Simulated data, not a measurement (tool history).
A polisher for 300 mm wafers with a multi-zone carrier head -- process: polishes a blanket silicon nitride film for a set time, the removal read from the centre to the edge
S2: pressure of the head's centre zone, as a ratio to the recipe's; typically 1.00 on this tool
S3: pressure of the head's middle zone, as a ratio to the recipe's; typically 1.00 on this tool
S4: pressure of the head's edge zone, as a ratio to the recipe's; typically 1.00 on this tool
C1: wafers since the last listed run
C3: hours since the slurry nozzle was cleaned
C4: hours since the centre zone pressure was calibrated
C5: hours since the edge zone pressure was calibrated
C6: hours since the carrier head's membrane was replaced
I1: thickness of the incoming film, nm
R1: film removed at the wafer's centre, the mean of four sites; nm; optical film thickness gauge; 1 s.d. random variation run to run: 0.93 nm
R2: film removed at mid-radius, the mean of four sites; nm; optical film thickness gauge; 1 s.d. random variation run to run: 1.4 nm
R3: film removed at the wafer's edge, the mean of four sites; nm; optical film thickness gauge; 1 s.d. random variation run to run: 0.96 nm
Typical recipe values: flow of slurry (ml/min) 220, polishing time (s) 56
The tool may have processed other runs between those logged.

{"run": 1, "hour": 0.0, "flow of slurry (ml/min)": 220, "S2": 1.0, "S3": 1.0, "S4": 1.0, "polishing time (s)": 56, "C1": 0, "wafers polished on this pad": 591, "C3": 611.9, "C4": 0.7, "C5": 1227.6, "C6": 1123.5, "I1": 604.4, "R1": 100.0, "R2": 100.0, "R3": 99.3}
{"run": 2, "hour": 29.6, "flow of slurry (ml/min)": 220, "S2": 1.0, "S3": 1.0, "S4": 1.0, "polishing time (s)": 56, "C1": 325, "wafers polished on this pad": 916, "C3": 641.5, "C4": 30.3, "C5": 1257.2, "C6": 1153.1, "I1": 615.9, "R1": 100.0, "R2": 101.7, "R3": 98.6}
{"run": 3, "hour": 45.4, "flow of slurry (ml/min)": 220, "S2": 1.0, "S3": 1.0, "S4": 1.0, "polishing time (s)": 56, "C1": 173, "wafers polished on this pad": 1090, "C3": 657.3, "C4": 46.1, "C5": 1273.0, "C6": 1168.9, "I1": 612.7, "R1": 101.3, "R2": 99.7, "R3": 100.4}
{"hour": 56.6, "done": "worn pad replaced by a new one"}
{"run": 4, "hour": 78.2, "flow of slurry (ml/min)": 175, "S2": 1.0, "S3": 1.0, "S4": 1.0, "polishing time (s)": 56, "C1": 316, "wafers polished on this pad": 237, "C3": 690.1, "C4": 78.9, "C5": 1305.8, "C6": 1201.7, "I1": 621.2, "R1": 99.4, "R2": 95.5, "R3": 98.4}
{"run": 5, "hour": 112.3, "flow of slurry (ml/min)": 175, "S2": 1.0, "S3": 1.0, "S4": 1.0, "polishing time (s)": 56, "C1": 375, "wafers polished on this pad": 612, "C3": 724.2, "C4": 113.0, "C5": 1339.9, "C6": 1235.8, "I1": 622.1, "R1": 97.0, "R2": 93.6, "R3": 97.5}
{"hour": 141.4, "done": "edge zone pressure recalibrated"}
{"run": 6, "hour": 147.8, "flow of slurry (ml/min)": 220, "S2": 0.93, "S3": 0.92, "S4": 1.0, "polishing time (s)": 56, "C1": 368, "wafers polished on this pad": 981, "C3": 759.7, "C4": 148.5, "C5": 6.4, "C6": 1271.3, "I1": 606.0, "R1": 93.8, "R2": 94.2, "R3": 100.8}
{"run": 7, "hour": 166.7, "flow of slurry (ml/min)": 220, "S2": 0.93, "S3": 0.92, "S4": 1.0, "polishing time (s)": 56, "C1": 207, "wafers polished on this pad": 1189, "C3": 778.6, "C4": 167.4, "C5": 25.3, "C6": 1290.2, "I1": 612.4, "R1": 96.1, "R2": 95.0, "R3": 98.2}
{"hour": 176.5, "done": "worn pad replaced by a new one"}
{"run": 8, "hour": 187.6, "flow of slurry (ml/min)": 220, "S2": 1.0, "S3": 1.0, "S4": 1.0, "polishing time (s)": 56, "C1": 185, "wafers polished on this pad": 121, "C3": 799.5, "C4": 188.3, "C5": 46.2, "C6": 1311.1, "I1": 620.9, "R1": 103.1, "R2": 99.4, "R3": 100.0}
{"run": 9, "hour": 241.2, "flow of slurry (ml/min)": 220, "S2": 1.0, "S3": 1.0, "S4": 1.07, "polishing time (s)": 63, "C1": 589, "wafers polished on this pad": 711, "C3": 853.1, "C4": 241.9, "C5": 99.8, "C6": 1364.7, "I1": 603.3, "R1": 115.7, "R2": 111.0, "R3": 114.5}
{"run": 10, "hour": 257.5, "flow of slurry (ml/min)": 220, "S2": 0.9, "S3": 1.06, "S4": 1.0, "polishing time (s)": 56, "C1": 179, "wafers polished on this pad": 890, "C3": 869.4, "C4": 258.2, "C5": 116.1, "C6": 1381.0, "I1": 601.3, "R1": 93.0, "R2": 105.4, "R3": 100.8}
{"hour": 290.5, "done": "centre zone pressure recalibrated"}
{"hour": 291.6, "done": "carrier head's membrane replaced by a new one"}
{"hour": 300.3, "done": "worn pad replaced by a new one"}
{"run": 11, "hour": 300.8, "flow of slurry (ml/min)": 275, "S2": 0.92, "S3": 1.0, "S4": 1.0, "polishing time (s)": 45, "C1": 398, "wafers polished on this pad": 5, "C3": 912.7, "C4": 10.3, "C5": 159.4, "C6": 9.2, "I1": 615.2, "R1": 76.4, "R2": 81.9, "R3": 82.1}
{"hour": 310.7, "done": "slurry nozzle cleaned"}
{"run": 12, "hour": 331.0, "flow of slurry (ml/min)": 220, "S2": 0.91, "S3": 1.0, "S4": 1.0, "polishing time (s)": 56, "C1": 321, "wafers polished on this pad": 326, "C3": 20.3, "C4": 40.5, "C5": 189.6, "C6": 39.4, "I1": 606.6, "R1": 91.2, "R2": 99.2, "R3": 100.2}
{"run": 13, "hour": 366.9, "flow of slurry (ml/min)": 220, "S2": 1.0, "S3": 0.9, "S4": 1.0, "polishing time (s)": 56, "C1": 394, "wafers polished on this pad": 721, "C3": 56.2, "C4": 76.4, "C5": 225.5, "C6": 75.3, "I1": 617.9, "R1": 101.3, "R2": 96.0, "R3": 99.7}
{"run": 14, "hour": 381.2, "flow of slurry (ml/min)": 275, "S2": 0.92, "S3": 1.0, "S4": 1.0, "polishing time (s)": 45, "C1": 157, "wafers polished on this pad": 878, "C3": 70.5, "C4": 90.7, "C5": 239.8, "C6": 89.6, "I1": 600.4, "R1": 77.5, "R2": 82.8, "R3": 81.7}
{"hour": 412.6, "done": "worn pad replaced by a new one"}
{"run": 15, "hour": 413.1, "flow of slurry (ml/min)": 220, "S2": 1.05, "S3": 1.08, "S4": 1.04, "polishing time (s)": 56, "C1": 306, "wafers polished on this pad": 5, "C3": 102.4, "C4": 122.6, "C5": 271.7, "C6": 121.5, "I1": 607.7, "R1": 105.5, "R2": 104.7, "R3": 101.2}

Consider 4 possible next runs. They are alternatives, not a sequence: every one starts from the tool as it was left by run 15. What does each give?
{"run": "A", "hour": 413.5, "flow of slurry (ml/min)": 220, "S2": 1.0, "S3": 1.0, "S4": 1.0, "polishing time (s)": 56, "C1": 4, "wafers polished on this pad": 9, "C3": 102.8, "C4": 123.0, "C5": 272.1, "C6": 121.9, "I1": 610.1, "R1": "?", "R2": "?", "R3": "?"}
{"run": "B", "hour": 413.5, "flow of slurry (ml/min)": 270, "S2": 0.9, "S3": 0.93, "S4": 1.08, "polishing time (s)": 56, "C1": 4, "wafers polished on this pad": 9, "C3": 102.8, "C4": 123.0, "C5": 272.1, "C6": 121.9, "I1": 610.1, "R1": "?", "R2": "?", "R3": "?"}
{"run": "C", "hour": 413.5, "flow of slurry (ml/min)": 220, "S2": 1.05, "S3": 1.0, "S4": 1.0, "polishing time (s)": 56, "C1": 4, "wafers polished on this pad": 9, "C3": 102.8, "C4": 123.0, "C5": 272.1, "C6": 121.9, "I1": 610.1, "R1": "?", "R2": "?", "R3": "?"}
{"run": "D", "hour": 413.5, "flow of slurry (ml/min)": 220, "S2": 1.06, "S3": 1.0, "S4": 1.0, "polishing time (s)": 47, "C1": 4, "wafers polished on this pad": 9, "C3": 102.8, "C4": 123.0, "C5": 272.1, "C6": 121.9, "I1": 610.1, "R1": "?", "R2": "?", "R3": "?"}

run=A R1=101.0 R2=101.0 R3=100.2
run=B R1=93.4 R2=99.5 R3=105.0
run=C R1=106.1 R2=101.0 R3=100.2
run=D R1=89.9 R2=84.7 R3=84.1
Without the tool's unlogged condition, the same runs would have read:
run=A R1=99.3 R2=101.0 R3=100.2
run=B R1=91.8 R2=99.5 R3=105.0
run=C R1=104.3 R2=101.0 R3=100.2
run=D R1=88.4 R2=84.7 R3=84.1
